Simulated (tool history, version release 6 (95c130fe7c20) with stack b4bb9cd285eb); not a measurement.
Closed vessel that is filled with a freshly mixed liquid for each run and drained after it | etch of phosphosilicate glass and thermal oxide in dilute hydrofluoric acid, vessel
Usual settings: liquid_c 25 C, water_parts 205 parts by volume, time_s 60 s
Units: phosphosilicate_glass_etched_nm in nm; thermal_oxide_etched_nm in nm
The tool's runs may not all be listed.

run   hour  liquid_c  water_parts  time_s  wafers since the last listed run  hours since the thermometer was replaced  hours since the hydrofluoric acid flow meter was replaced  hours since the gauge calibration  read-back film thickness of the phosphosilicate glass reference wafer, read on the same gauge (nm)  read-back film thickness of the thermal oxide reference wafer, read on the same gauge (nm)  phosphosilicate_glass_etched_nm  thermal_oxide_etched_nm
  1      0        25          205      60                                 0                                     778.5                                                     1838.1                              552.8                                                                                               79.98                                                                                      60.011                            53.38                    1.314
  2   97.5        25          205      60                             12154                                       876                                                     1935.6                              650.3                                                                                               79.98                                                                                      59.996                            55.08                    1.248
  3  175.2        25          205      60                              9686                                     953.7                                                     2013.3                                728                                                                                               79.98                                                                                      60.019                             54.5                    1.325
  4  213.2        25          205      80                              4737                                     991.7                                                     2051.3                                766                                                                                               79.98                                                                                      59.986                            72.62                    1.746
  5  296.2        25          205      45                             10346                                    1074.7                                                     2134.3                                849                                                                                                  80                                                                                      60.008                            40.64                    0.966
  6  333.4        25          205      60                              4637                                    1111.9                                                     2171.5                              886.2                                                                                                  80                                                                                      59.985                            54.23                    1.329
     358.8  -- thermometer replaced
  7  432.9        25          205      60                             12278                                      74.1                                                       2271                              985.7                                                                                               80.03                                                                                      60.012                            51.89                    1.239
     499.1  -- gauge calibrated
  8  499.4        20          145      30                              8289                                     140.6                                                     2337.5                                0.3                                                                                               79.96                                                                                      59.994                            32.34                     0.82
     535.8  -- hydrofluoric acid flow meter replaced
  9  595.7      23.5          205      75                             11880                                     236.9                                                       59.9                               96.6                                                                                               79.99                                                                                      60.006                            62.13                    1.469
 10  636.4        23          205      60                              5073                                     277.6                                                      100.6                              137.3                                                                                               80.04                                                                                      60.005                            49.14                    1.117
 11  709.7        25          205      60                              9137                                     350.9                                                      173.9                              210.6                                                                                               79.99                                                                                      59.996                            52.49                    1.229
 12  815.7        25          205      60                             13213                                     456.9                                                      279.9                              316.6                                                                                                  80                                                                                      59.971                             53.1                    1.254
 13  895.8        25          250      60                              9985                                       537                                                        360                              396.7                                                                                               79.99                                                                                      60.007                            41.29                    1.045
 14  938.1      28.5          160      85                              5273                                     579.3                                                      402.3                                439                                                                                               79.96                                                                                      59.988                           117.16                    2.797
 15  986.1        25          205      60                              5983                                     627.3                                                      450.3                                487                                                                                               80.04                                                                                      60.006                            54.58                    1.315

Forecast each of these 3 alternatives for the next run:
  A  986.8        25          205      30                                87                                       628                                                        451                              487.7                                                                                                   ?                                                                                           ?                                ?                        ?
  B  986.8        23          130      75                                87                                       628                                                        451                              487.7                                                                                                   ?                                                                                           ?                                ?                        ?
  C  986.8        25          285      70                                87                                       628                                                        451                              487.7                                                                                                   ?                                                                                           ?                                ?                        ?

run  read-back film thickness of the phosphosilicate glass reference wafer, read on the same gauge (nm)  read-back film thickness of the thermal oxide reference wafer, read on the same gauge (nm)  phosphosilicate_glass_etched_nm  thermal_oxide_etched_nm
  A                                                                                               79.99                                                                                      60.015                            27.19                    0.628
  B                                                                                               79.99                                                                                      60.015                           108.39                    2.504
  C                                                                                               79.99                                                                                      60.015                            41.89                    0.968
Without the tool's hidden state the same runs would have given:
run  phosphosilicate_glass_etched_nm  thermal_oxide_etched_nm
  A                            26.25                    0.606
  B                           104.37                    2.411
  C                            40.52                    0.936

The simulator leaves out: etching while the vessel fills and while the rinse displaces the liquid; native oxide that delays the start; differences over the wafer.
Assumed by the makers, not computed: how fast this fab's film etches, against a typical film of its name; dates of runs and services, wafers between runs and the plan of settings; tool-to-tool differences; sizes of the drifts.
